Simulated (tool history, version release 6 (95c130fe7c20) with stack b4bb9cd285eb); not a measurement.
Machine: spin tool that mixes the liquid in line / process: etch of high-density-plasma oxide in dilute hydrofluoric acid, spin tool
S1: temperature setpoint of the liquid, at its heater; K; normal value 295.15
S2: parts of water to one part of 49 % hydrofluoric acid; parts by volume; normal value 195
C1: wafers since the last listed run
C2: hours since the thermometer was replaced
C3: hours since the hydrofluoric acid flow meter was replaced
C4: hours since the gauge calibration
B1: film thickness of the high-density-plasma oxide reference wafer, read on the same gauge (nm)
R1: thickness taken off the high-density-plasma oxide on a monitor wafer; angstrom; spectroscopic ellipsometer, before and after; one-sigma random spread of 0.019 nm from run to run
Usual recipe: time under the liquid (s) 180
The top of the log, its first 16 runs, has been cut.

Run 17, hour 441.9: usual settings but time under the liquid (s) 275; C1 177; C2 2107.3; C3 2348.2; C4 182.7; B1 30.002. Result: R1 45.27 angstrom.
Run 18, hour 473.5: usual settings but S1 290.65 K, S2 240 parts by volume, time under the liquid (s) 130; C1 216; C2 2138.9; C3 2379.8; C4 214.3; B1 29.994. Result: R1 13.91 angstrom.
At hour 529.2: hydrofluoric acid flow meter replaced.
Run 19, hour 529.9: usual settings but S1 297.65 K, S2 125 parts by volume; C1 378; C2 2195.3; C3 0.7; C4 270.7; B1 29.993. Result: R1 64.53 angstrom.
At hour 579.2: thermometer replaced.
Run 20, hour 579.7: usual settings; C1 333; C2 0.5; C3 50.5; C4 320.5; B1 30.005. Result: R1 34.43 angstrom.
Run 21, hour 591.1: usual settings; C1 77; C2 11.9; C3 61.9; C4 331.9; B1 30.003. Result: R1 34.09 angstrom.
Run 22, hour 609.5: usual settings but S1 290.15 K, S2 260 parts by volume, time under the liquid (s) 260; C1 125; C2 30.3; C3 80.3; C4 350.3; B1 29.989. Result: R1 29.13 angstrom.
Run 23, hour 637.8: usual settings but S1 291.65 K, S2 240 parts by volume; C1 193; C2 58.6; C3 108.6; C4 378.6; B1 30.008. Result: R1 23.63 angstrom.
Run 24, hour 660.6: usual settings but S1 299.15 K; C1 155; C2 81.4; C3 131.4; C4 401.4; B1 29.998. Result: R1 39.98 angstrom.
Run 25, hour 682: usual settings but S1 299.15 K, time under the liquid (s) 80; C1 146; C2 102.8; C3 152.8; C4 422.8; B1 30.027. Result: R1 17.58 angstrom.
Run 26, hour 703.9: usual settings but S1 292.15 K, S2 105 parts by volume, time under the liquid (s) 85; C1 149; C2 124.7; C3 174.7; C4 444.7; B1 30.007. Result: R1 29.25 angstrom.
Run 27, hour 729.3: usual settings but S2 160 parts by volume, time under the liquid (s) 265; C1 173; C2 150.1; C3 200.1; C4 470.1; B1 29.996. Result: R1 63.27 angstrom.
Run 28, hour 760.2: usual settings; C1 211; C2 181; C3 231; C4 501; B1 30.002. Result: R1 34.16 angstrom.
Run 29, hour 779.4: usual settings but S1 291.65 K, S2 155 parts by volume, time under the liquid (s) 265; C1 131; C2 200.2; C3 250.2; C4 520.2; B1 29.99. Result: R1 56.86 angstrom.
Run 30, hour 811.5: usual settings but S1 292.15 K, time under the liquid (s) 220; C1 219; C2 232.3; C3 282.3; C4 552.3; B1 30.008. Result: R1 37.38 angstrom.
Run 31, hour 831.2: usual settings but S2 145 parts by volume; C1 134; C2 252; C3 302; C4 572; B1 29.988. Result: R1 48.34 angstrom.

Consider 5 possible next runs. They are alternatives, not a sequence: every one starts from the tool as it was left by run 31. What does each give?
Run A, hour 831.7: usual settings; C1 3; C2 252.5; C3 302.5; C4 572.5; B1 ?. Result: R1 ?.
Run B, hour 831.7: usual settings but S2 240 parts by volume; C1 3; C2 252.5; C3 302.5; C4 572.5; B1 ?. Result: R1 ?.
Run C, hour 831.7: usual settings but S1 299.65 K, S2 285 parts by volume, time under the liquid (s) 280; C1 3; C2 252.5; C3 302.5; C4 572.5; B1 ?. Result: R1 ?.
Run D, hour 831.7: usual settings but S1 299.15 K, S2 125 parts by volume, time under the liquid (s) 235; C1 3; C2 252.5; C3 302.5; C4 572.5; B1 ?. Result: R1 ?.
Run E, hour 831.7: usual settings but S1 297.15 K, S2 140 parts by volume, time under the liquid (s) 280; C1 3; C2 252.5; C3 302.5; C4 572.5; B1 ?. Result: R1 ?.

run      B1     R1
  A  30.023  34.02
  B  30.023   26.4
  C  30.023  38.71
  D  30.023  87.38
  E  30.023  84.55
Had the tool no hidden state, the same runs would have come out as:
run     R1
  A  34.74
  B  26.97
  C  39.59
  D  89.14
  E  86.27
